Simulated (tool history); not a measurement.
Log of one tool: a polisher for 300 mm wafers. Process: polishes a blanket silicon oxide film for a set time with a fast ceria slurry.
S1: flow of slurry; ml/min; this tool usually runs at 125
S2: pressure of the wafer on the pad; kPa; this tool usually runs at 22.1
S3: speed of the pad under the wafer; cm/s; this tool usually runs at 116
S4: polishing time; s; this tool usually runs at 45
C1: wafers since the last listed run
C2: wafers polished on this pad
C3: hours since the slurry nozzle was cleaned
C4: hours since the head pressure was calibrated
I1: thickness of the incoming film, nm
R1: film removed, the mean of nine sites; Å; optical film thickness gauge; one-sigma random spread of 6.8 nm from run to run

Run 1, hour 0: usual settings but S2 19.3 kPa; C1 0; C2 680; C3 316; C4 520.4; I1 2708.8. Result: R1 9746 Å.
Run 2, hour 11.3: usual settings but S2 19.3 kPa; C1 203; C2 883; C3 327.3; C4 531.7; I1 2674.7. Result: R1 9640 Å.
Run 3, hour 18.1: usual settings; C1 122; C2 1005; C3 334.1; C4 538.5; I1 2673.5. Result: R1 11007 Å.
Run 4, hour 29.9: usual settings; C1 212; C2 1217; C3 345.9; C4 550.3; I1 2697.9. Result: R1 10901 Å.
Run 5, hour 42.2: usual settings; C1 221; C2 1438; C3 358.2; C4 562.6; I1 2676.4. Result: R1 11070 Å.
At hour 47.7: worn pad replaced by a new one.
Run 6, hour 54.3: usual settings; C1 145; C2 117; C3 370.3; C4 574.7; I1 2691.4. Result: R1 11019 Å.
Run 7, hour 66.2: usual settings; C1 213; C2 331; C3 382.2; C4 586.6; I1 2658.6. Result: R1 10928 Å.
Run 8, hour 72.4: usual settings; C1 111; C2 443; C3 388.4; C4 592.8; I1 2665.6. Result: R1 11049 Å.
Run 9, hour 88.8: usual settings; C1 294; C2 737; C3 404.8; C4 609.2; I1 2648.9. Result: R1 10884 Å.
Run 10, hour 103.7: usual settings; C1 267; C2 1005; C3 419.7; C4 624.1; I1 2710.4. Result: R1 10863 Å.
Run 11, hour 119.9: usual settings; C1 291; C2 1296; C3 435.9; C4 640.3; I1 2641.4. Result: R1 10696 Å.
Run 12, hour 125.9: usual settings; C1 107; C2 1404; C3 441.9; C4 646.3; I1 2664.1. Result: R1 10949 Å.
At hour 131.6: slurry nozzle cleaned.
Run 13, hour 137.1: usual settings; C1 183; C2 1587; C3 5.5; C4 657.5; I1 2736.2. Result: R1 11230 Å.
At hour 144.4: worn pad replaced by a new one.
Run 14, hour 155.1: usual settings; C1 251; C2 191; C3 23.5; C4 675.5; I1 2679.8. Result: R1 11405 Å.
Run 15, hour 169.5: usual settings; C1 258; C2 450; C3 37.9; C4 689.9; I1 2655.4. Result: R1 11373 Å.
Run 16, hour 182.7: usual settings; C1 237; C2 687; C3 51.1; C4 703.1; I1 2699.2. Result: R1 11340 Å.
Run 17, hour 192.4: usual settings; C1 174; C2 862; C3 60.8; C4 712.8; I1 2722.4. Result: R1 11224 Å.
Run 18, hour 198.8: usual settings but S1 110 ml/min, S4 34 s; C1 115; C2 977; C3 67.2; C4 719.2; I1 2731.6. Result: R1 8265 Å.
Run 19, hour 207.9: usual settings but S1 105 ml/min, S3 138 cm/s; C1 163; C2 1140; C3 76.3; C4 728.3; I1 2644.7. Result: R1 12505 Å.
At hour 214.4: head pressure recalibrated.
Run 20, hour 220.8: usual settings; C1 195; C2 1336; C3 89.2; C4 6.4; I1 2699.6. Result: R1 10258 Å.
At hour 229.5: worn pad replaced by a new one.
Run 21, hour 231: usual settings but S1 165 ml/min, S2 19.3 kPa, S3 136 cm/s, S4 41 s; C1 111; C2 27; C3 99.4; C4 16.6; I1 2686.8. Result: R1 10020 Å.
Run 22, hour 241.7: usual settings; C1 192; C2 219; C3 110.1; C4 27.3; I1 2681.6. Result: R1 10411 Å.
Run 23, hour 254: usual settings but S1 135 ml/min, S3 104 cm/s, S4 41 s; C1 221; C2 440; C3 122.4; C4 39.6; I1 2695.5. Result: R1 8823 Å.
Run 24, hour 261.2: usual settings; C1 129; C2 570; C3 129.6; C4 46.8; I1 2667.5. Result: R1 10545 Å.
Run 25, hour 271.8: usual settings but S3 98 cm/s; C1 190; C2 760; C3 140.2; C4 57.4; I1 2655.2. Result: R1 9087 Å.
Run 26, hour 286.9: usual settings but S2 29 kPa; C1 271; C2 1031; C3 155.3; C4 72.5; I1 2670.3. Result: R1 13818 Å.
Run 27, hour 293.1: usual settings but S4 40 s; C1 111; C2 1143; C3 161.5; C4 78.7; I1 2677.9. Result: R1 9471 Å.
At hour 302.1: worn pad replaced by a new one.
Run 28, hour 303.5: usual settings; C1 115; C2 24; C3 171.9; C4 89.1; I1 2714.1. Result: R1 10573 Å.
Run 29, hour 310.7: usual settings; C1 129; C2 154; C3 179.1; C4 96.3; I1 2702.7. Result: R1 10583 Å.
Run 30, hour 318.5: usual settings but S3 78 cm/s, S4 55 s; C1 140; C2 294; C3 186.9; C4 104.1; I1 2691.8. Result: R1 9371 Å.
Run 31, hour 325.2: usual settings but S1 85 ml/min, S2 15.2 kPa; C1 120; C2 414; C3 193.6; C4 110.8; I1 2702.3. Result: R1 6474 Å.
Run 32, hour 341.1: usual settings but S2 18.6 kPa; C1 285; C2 700; C3 209.5; C4 126.7; I1 2687.5. Result: R1 8965 Å.
Run 33, hour 351.2: usual settings but S1 165 ml/min, S3 132 cm/s, S4 59 s; C1 181; C2 882; C3 219.6; C4 136.8; I1 2699.6. Result: R1 16673 Å.
At hour 376.7: worn pad replaced by a new one.
Run 34, hour 378.2: usual settings but S3 142 cm/s, S4 55 s; C1 413; C2 26; C3 246.6; C4 163.8; I1 2674.9. Result: R1 15577 Å.
Run 35, hour 384.5: usual settings but S4 56 s; C1 113; C2 140; C3 252.9; C4 170.1; I1 2627.8. Result: R1 13354 Å.
Run 36, hour 391.1: usual settings; C1 118; C2 258; C3 259.5; C4 176.7; I1 2679.3. Result: R1 10735 Å.
Run 37, hour 400.3: usual settings but S2 18.6 kPa, S3 126 cm/s; C1 165; C2 423; C3 268.7; C4 185.9; I1 2695.1. Result: R1 9777 Å.
Run 38, hour 411.6: usual settings but S3 130 cm/s, S4 31 s; C1 203; C2 627; C3 280; C4 197.2; I1 2639.7. Result: R1 8211 Å.

What if the next run were any one of these 3? Each begins from the tool's condition after run 38:
Run A, hour 412: usual settings; C1 7; C2 634; C3 280.4; C4 197.6; I1 2665.3. Result: R1 ?.
Run B, hour 412: usual settings but S2 28.3 kPa, S4 50 s; C1 7; C2 634; C3 280.4; C4 197.6; I1 2665.3. Result: R1 ?.
Run C, hour 412: usual settings but S1 110 ml/min, S2 19.3 kPa, S3 84 cm/s, S4 30 s; C1 7; C2 634; C3 280.4; C4 197.6; I1 2665.3. Result: R1 ?.

run     R1
  A  10773
  B  15337
  C   4660
Without the tool's hidden state the same runs would have given:
run     R1
  A  10421
  B  14835
  C   4519

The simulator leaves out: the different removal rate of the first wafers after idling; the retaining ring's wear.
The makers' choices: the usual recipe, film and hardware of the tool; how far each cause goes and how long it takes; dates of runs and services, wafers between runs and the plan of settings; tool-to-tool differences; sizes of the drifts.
